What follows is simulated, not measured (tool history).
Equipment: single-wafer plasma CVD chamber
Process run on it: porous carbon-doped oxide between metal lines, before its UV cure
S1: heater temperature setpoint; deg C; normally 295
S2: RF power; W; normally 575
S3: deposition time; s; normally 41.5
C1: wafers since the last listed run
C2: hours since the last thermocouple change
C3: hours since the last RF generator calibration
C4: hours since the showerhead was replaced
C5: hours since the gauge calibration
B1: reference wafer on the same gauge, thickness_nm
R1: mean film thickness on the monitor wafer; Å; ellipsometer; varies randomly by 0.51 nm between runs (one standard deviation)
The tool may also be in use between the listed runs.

| run | hour | S1 | S2 | S3 | C1 | C2 | C3 | C4 | C5 | B1 | R1 |
|---|---|---|---|---|---|---|---|---|---|---|---|
| 1 | 0.0 | 295 | 575 | 41.5 | 0 | 1783.7 | 1467.2 | 4809.4 | 434.7 | 209.005 | 2386.54 |
|  | 19.4 | gauge calibrated |
| 2 | 23.4 | 302 | 575 | 41.5 | 277 | 1807.1 | 1490.6 | 4832.8 | 4.0 | 208.970 | 2293.58 |
| 3 | 53.7 | 295 | 575 | 41.5 | 359 | 1837.4 | 1520.9 | 4863.1 | 34.3 | 209.101 | 2393.32 |
| 4 | 160.1 | 295 | 575 | 41.5 | 1261 | 1943.8 | 1627.3 | 4969.5 | 140.7 | 209.021 | 2380.38 |
| 5 | 177.8 | 295 | 575 | 41.5 | 209 | 1961.5 | 1645.0 | 4987.2 | 158.4 | 208.866 | 2376.37 |
| 6 | 206.1 | 295 | 575 | 41.5 | 335 | 1989.8 | 1673.3 | 5015.5 | 186.7 | 208.888 | 2370.39 |
| 7 | 221.5 | 295 | 575 | 36.8 | 182 | 2005.2 | 1688.7 | 5030.9 | 202.1 | 208.975 | 2121.20 |
| 8 | 254.9 | 295 | 575 | 41.5 | 396 | 2038.6 | 1722.1 | 5064.3 | 235.5 | 208.922 | 2382.07 |
| 9 | 274.6 | 295 | 575 | 41.5 | 233 | 2058.3 | 1741.8 | 5084.0 | 255.2 | 209.060 | 2368.69 |
| 10 | 308.4 | 295 | 575 | 41.5 | 400 | 2092.1 | 1775.6 | 5117.8 | 289.0 | 208.961 | 2369.70 |
| 11 | 321.1 | 295 | 575 | 41.5 | 150 | 2104.8 | 1788.3 | 5130.5 | 301.7 | 209.024 | 2370.58 |
| 12 | 338.0 | 295 | 520 | 41.5 | 200 | 2121.7 | 1805.2 | 5147.4 | 318.6 | 209.003 | 2142.14 |
| 13 | 362.6 | 295 | 520 | 41.5 | 291 | 2146.3 | 1829.8 | 5172.0 | 343.2 | 208.999 | 2138.67 |
| 14 | 389.7 | 295 | 520 | 41.5 | 321 | 2173.4 | 1856.9 | 5199.1 | 370.3 | 209.103 | 2133.56 |
| 15 | 408.2 | 295 | 575 | 41.5 | 219 | 2191.9 | 1875.4 | 5217.6 | 388.8 | 209.003 | 2374.08 |
| 16 | 428.3 | 295 | 575 | 41.5 | 238 | 2212.0 | 1895.5 | 5237.7 | 408.9 | 208.801 | 2374.99 |
|  | 443.9 | thermocouple changed; heater temperature recalibrated |
|  | 444.4 | gauge calibrated |
| 17 | 456.7 | 295 | 575 | 41.5 | 241 | 12.8 | 1923.9 | 5266.1 | 12.3 | 208.976 | 2308.17 |
| 18 | 491.3 | 290 | 690 | 41.5 | 410 | 47.4 | 1958.5 | 5300.7 | 46.9 | 209.016 | 2807.39 |
|  | 500.9 | showerhead replaced |
| 19 | 512.2 | 280 | 650 | 38.9 | 152 | 68.3 | 1979.4 | 11.3 | 67.8 | 209.035 | 2649.07 |
| 20 | 537.3 | 295 | 520 | 46.3 | 297 | 93.4 | 2004.5 | 36.4 | 92.9 | 209.042 | 2301.34 |
|  | 575.6 | RF generator calibrated |
| 21 | 576.1 | 295 | 575 | 41.5 | 365 | 132.2 | 0.5 | 75.2 | 131.7 | 209.054 | 2470.93 |
| 22 | 581.4 | 300 | 485 | 39.1 | 62 | 137.5 | 5.8 | 80.5 | 137.0 | 209.021 | 1895.09 |
| 23 | 608.8 | 286 | 510 | 37.9 | 324 | 164.9 | 33.2 | 107.9 | 164.4 | 208.952 | 2096.33 |
| 24 | 642.3 | 295 | 575 | 41.5 | 397 | 198.4 | 66.7 | 141.4 | 197.9 | 209.014 | 2464.27 |
| 25 | 657.1 | 295 | 575 | 34.4 | 175 | 213.2 | 81.5 | 156.2 | 212.7 | 208.936 | 2053.27 |
| 26 | 671.8 | 295 | 615 | 45.0 | 174 | 227.9 | 96.2 | 170.9 | 227.4 | 209.064 | 2834.33 |
| 27 | 693.1 | 280 | 675 | 46.5 | 252 | 249.2 | 117.5 | 192.2 | 248.7 | 209.031 | 3463.21 |
| 28 | 717.0 | 308 | 575 | 48.6 | 283 | 273.1 | 141.4 | 216.1 | 272.6 | 208.958 | 2679.01 |
| 29 | 734.9 | 295 | 575 | 41.5 | 212 | 291.0 | 159.3 | 234.0 | 290.5 | 208.940 | 2459.91 |

For each entry between runs, how does the tool's hidden state at the last listed run before it compare with that at the first listed run after it?
In the gap between runs 1 and 2: gauge calibrated (hour 19.4)
  wafer temperature above the value expected at the setpoint (K): -2.42 -> -2.51; delivered RF power above the setpoint (%): -5.28 -> -5.35
  what was measured, less what the result would be without the hidden state, R1: -99.68 -> -97.61 Å
In the gap between runs 16 and 17: thermocouple changed; heater temperature recalibrated (hour 443.9); gauge calibrated (hour 444.4)
  wafer temperature above the value expected at the setpoint (K): -4.36 -> 0.28; delivered RF power above the setpoint (%): -6.64 -> -6.73
  what was measured, less what the result would be without the hidden state, R1: -109.80 -> -169.99 Å
In the gap between runs 18 and 19: showerhead replaced (hour 500.9)
  wafer temperature above the value expected at the setpoint (K): 0.278 -> 0.275; delivered RF power above the setpoint (%): -6.84 -> -6.9
  what was measured, less what the result would be without the hidden state, R1: -204.56 -> -196.78 Å
In the gap between runs 20 and 21: RF generator calibrated (hour 575.6)
  wafer temperature above the value expected at the setpoint (K): 0.27 -> 0.26; delivered RF power above the setpoint (%): -6.98 -> -0.555
  what was measured, less what the result would be without the hidden state, R1: -187.64 -> -16.85 Å

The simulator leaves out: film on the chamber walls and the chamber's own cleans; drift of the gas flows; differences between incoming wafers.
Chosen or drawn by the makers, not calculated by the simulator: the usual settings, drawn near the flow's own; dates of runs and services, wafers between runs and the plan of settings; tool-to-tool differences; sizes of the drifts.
